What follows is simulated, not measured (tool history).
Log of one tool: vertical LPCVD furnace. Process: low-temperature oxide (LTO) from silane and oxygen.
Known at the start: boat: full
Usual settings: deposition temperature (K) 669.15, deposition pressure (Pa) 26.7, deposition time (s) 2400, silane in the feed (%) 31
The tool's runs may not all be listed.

run	hour	deposition temperature (K)	deposition pressure (Pa)	deposition time (s)	silane in the feed (%)	wafers since the last listed run	hours since the last temperature calibration	hours since the pressure gauge was zeroed	hours since the silane flow controller was replaced	hours since the gauge calibration	read-back reference wafer on the same gauge, thickness	film thickness on the monitor wafer in the middle of the boat (Å)
1	0	669.15	26.7	2400	27	0	2927.9	1474.8	5971	364.1	171.04	1808.4
2	60.9	669.15	28.7	2400	31	923	2988.8	1535.7	6031.9	425	170.97	2373.1
3	225.9	669.15	28.7	2400	31	2501	3153.8	1700.7	6196.9	590	170.95	2376.2
4	288.1	672.15	26.7	2400	31	942	3216	1762.9	6259.1	652.2	170.94	2297.6
5	323.1	672.15	26.7	2400	31	530	3251	1797.9	6294.1	687.2	171.02	2297.1
6	368.2	669.15	26.7	2400	31	683	3296.1	1843	6339.2	732.3	170.96	2202.1
7	433.9	669.15	26.7	2400	31	996	3361.8	1908.7	6404.9	798	171	2215.1
8	503.7	669.15	26.7	2400	31	1058	3431.6	1978.5	6474.7	867.8	171.02	2221.7
9	562.1	669.15	21.3	2400	31	885	3490	2036.9	6533.1	926.2	170.99	1774.6
10	613.4	669.15	26.7	2400	31	777	3541.3	2088.2	6584.4	977.5	171	2210.4
11	641.6	669.15	26.7	2400	31	427	3569.5	2116.4	6612.6	1005.7	171.01	2228.9
# hour 674.6: silane flow controller replaced
12	675.1	669.15	26.7	2400	31	144	3603	2149.9	0.5	1039.2	171.03	2088.2
13	714.6	669.15	26.7	2400	31	598	3642.5	2189.4	40	1078.7	170.95	2094.4
# hour 720.2: gauge calibrated
14	747.7	669.15	26.7	2400	31	501	3675.6	2222.5	73.1	27.5	171.09	2092.3
15	781.8	669.15	26.7	2400	26	516	3709.7	2256.6	107.2	61.6	170.92	1610.5
16	834.1	669.15	26.7	1560	31	792	3762	2308.9	159.5	113.9	170.98	1358.1
# hour 886.7: thermocouples replaced and temperature profile calibrated
# hour 898.9: pressure gauge zeroed
17	899.4	669.15	26.7	1500	31	440	12.7	0.5	224.8	179.2	170.9	1304.7
18	903.6	669.15	26.7	3030	31	63	16.9	4.7	229	183.4	170.99	2644.4
19	923.8	669.15	30	2400	31	306	37.1	24.9	249.2	203.6	171.01	2352.3
20	963	669.15	26.7	3090	31	594	76.3	64.1	288.4	242.8	171.1	2690.2
21	987.9	669.15	26.7	2100	27	377	101.2	89	313.3	267.7	171.03	1482.4
22	1024	664.15	23.3	3300	36	547	137.3	125.1	349.4	303.8	170.99	2932
23	1054.9	669.15	26.7	2400	31	468	168.2	156	380.3	334.7	170.97	2096.7
24	1111.6	680.15	26.7	2400	31	859	224.9	212.7	437	391.4	171.04	2385
25	1172.5	669.15	26.7	2400	31	923	285.8	273.6	497.9	452.3	171.02	2095.6
26	1218.4	669.15	26.7	2400	31	695	331.7	319.5	543.8	498.2	171.02	2098.7
27	1283.3	672.15	32	2400	31	983	396.6	384.4	608.7	563.1	171.02	2606.8
28	1335.6	669.15	26.7	2400	31	792	448.9	436.7	661	615.4	171	2105.2
29	1367.4	681.15	26.7	2400	36	482	480.7	468.5	692.8	647.2	170.98	2955.7
30	1399.9	669.15	26.7	2400	31	492	513.2	501	725.3	679.7	170.98	2098.2
31	1463.1	678.15	24.7	1440	27	958	576.4	564.2	788.5	742.9	171.01	1058.2

Forecast each of these 4 alternatives for the next run:
A	1467.3	669.15	26.7	2400	31	63	580.6	568.4	792.7	747.1	?	?
B	1467.3	669.15	26.7	1830	31	63	580.6	568.4	792.7	747.1	?	?
C	1467.3	661.15	26.7	2400	31	63	580.6	568.4	792.7	747.1	?	?
D	1467.3	669.15	22.7	2400	31	63	580.6	568.4	792.7	747.1	?	?

run	read-back reference wafer on the same gauge, thickness	film thickness on the monitor wafer in the middle of the boat (Å)
A	171.01	2102.2
B	171.01	1602.9
C	171.01	1907
D	171.01	1786.8
Without the tool's hidden state the same runs would have given:
run	film thickness on the monitor wafer in the middle of the boat (Å)
A	2101.5
B	1602.4
C	1906.3
D	1786.3
